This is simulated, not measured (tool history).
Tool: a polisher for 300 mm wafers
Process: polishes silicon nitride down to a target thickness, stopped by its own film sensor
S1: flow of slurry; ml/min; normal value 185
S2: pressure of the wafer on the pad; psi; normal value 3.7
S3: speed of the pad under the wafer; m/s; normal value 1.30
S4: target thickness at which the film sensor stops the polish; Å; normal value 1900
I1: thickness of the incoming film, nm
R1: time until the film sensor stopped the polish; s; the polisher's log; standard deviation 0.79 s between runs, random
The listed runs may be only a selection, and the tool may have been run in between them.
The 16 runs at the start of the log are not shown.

-- hour=1121.1 worn pad replaced by a new one
run 17 hour=1121.6 | S1=185 S2=3.7 S3=1.30 S4=1900 | I1=404.3 | R1=93.6
-- hour=1145.3 slurry nozzle cleaned
run 18 hour=1170.7 | S1=185 S2=3.7 S3=1.30 S4=1900 | I1=399.7 | R1=90.9
run 19 hour=1259.5 | S1=185 S2=3.7 S3=1.30 S4=2160 | I1=391.0 | R1=77.4
run 20 hour=1300.1 | S1=185 S2=3.7 S3=1.30 S4=1620 | I1=398.7 | R1=108.1
run 21 hour=1355.1 | S1=185 S2=3.7 S3=1.30 S4=1290 | I1=400.4 | R1=125.6
run 22 hour=1455.8 | S1=185 S2=3.7 S3=1.30 S4=1900 | I1=396.5 | R1=96.4
run 23 hour=1525.9 | S1=155 S2=4.5 S3=1.72 S4=1530 | I1=396.5 | R1=80.4
run 24 hour=1619.0 | S1=215 S2=4.7 S3=0.84 S4=1900 | I1=397.2 | R1=110.9
run 25 hour=1656.3 | S1=185 S2=3.7 S3=1.30 S4=2150 | I1=398.8 | R1=89.0
-- hour=1744.1 head pressure recalibrated
-- hour=1831.9 worn pad replaced by a new one
run 26 hour=1895.4 | S1=185 S2=2.6 S3=1.74 S4=1660 | I1=405.5 | R1=116.8
-- hour=1903.6 slurry nozzle cleaned
run 27 hour=1960.1 | S1=185 S2=4.5 S3=1.08 S4=1900 | I1=400.1 | R1=90.8
run 28 hour=2055.5 | S1=230 S2=3.1 S3=1.30 S4=1900 | I1=403.8 | R1=112.4
run 29 hour=2154.6 | S1=185 S2=2.5 S3=1.30 S4=1410 | I1=408.1 | R1=178.6
run 30 hour=2248.1 | S1=160 S2=3.7 S3=1.52 S4=1900 | I1=399.0 | R1=88.8
run 31 hour=2337.4 | S1=185 S2=3.7 S3=1.30 S4=1900 | I1=394.2 | R1=98.7
-- hour=2363.1 head pressure recalibrated
run 32 hour=2443.6 | S1=125 S2=3.7 S3=1.30 S4=1900 | I1=400.5 | R1=102.6
-- hour=2486.8 worn pad replaced by a new one
run 33 hour=2508.5 | S1=225 S2=3.7 S3=1.30 S4=1340 | I1=401.2 | R1=115.8
run 34 hour=2554.3 | S1=150 S2=3.7 S3=1.30 S4=1900 | I1=398.9 | R1=96.3
-- hour=2631.5 slurry nozzle cleaned
run 35 hour=2658.6 | S1=185 S2=4.0 S3=1.30 S4=1900 | I1=401.5 | R1=88.1

Consider 5 possible next runs. They are alternatives, not a sequence: every one starts from the tool as it was left by run 35. What does each give?
run A hour=2659.1 | S1=185 S2=3.7 S3=1.30 S4=1580 | I1=401.3 | R1=?
run B hour=2659.1 | S1=160 S2=3.2 S3=1.70 S4=1900 | I1=401.3 | R1=?
run C hour=2659.1 | S1=240 S2=3.7 S3=1.30 S4=1900 | I1=401.3 | R1=?
run D hour=2659.1 | S1=140 S2=4.8 S3=1.12 S4=1900 | I1=401.3 | R1=?
run E hour=2659.1 | S1=150 S2=4.1 S3=1.70 S4=2460 | I1=401.3 | R1=?

run=A R1=108.7
run=B R1=89.5
run=C R1=91.2
run=D R1=87.6
run=E R1=53.0
What these runs would have given with no unlogged condition in the tool:
run=A R1=100.4
run=B R1=82.7
run=C R1=84.3
run=D R1=80.9
run=E R1=49.0

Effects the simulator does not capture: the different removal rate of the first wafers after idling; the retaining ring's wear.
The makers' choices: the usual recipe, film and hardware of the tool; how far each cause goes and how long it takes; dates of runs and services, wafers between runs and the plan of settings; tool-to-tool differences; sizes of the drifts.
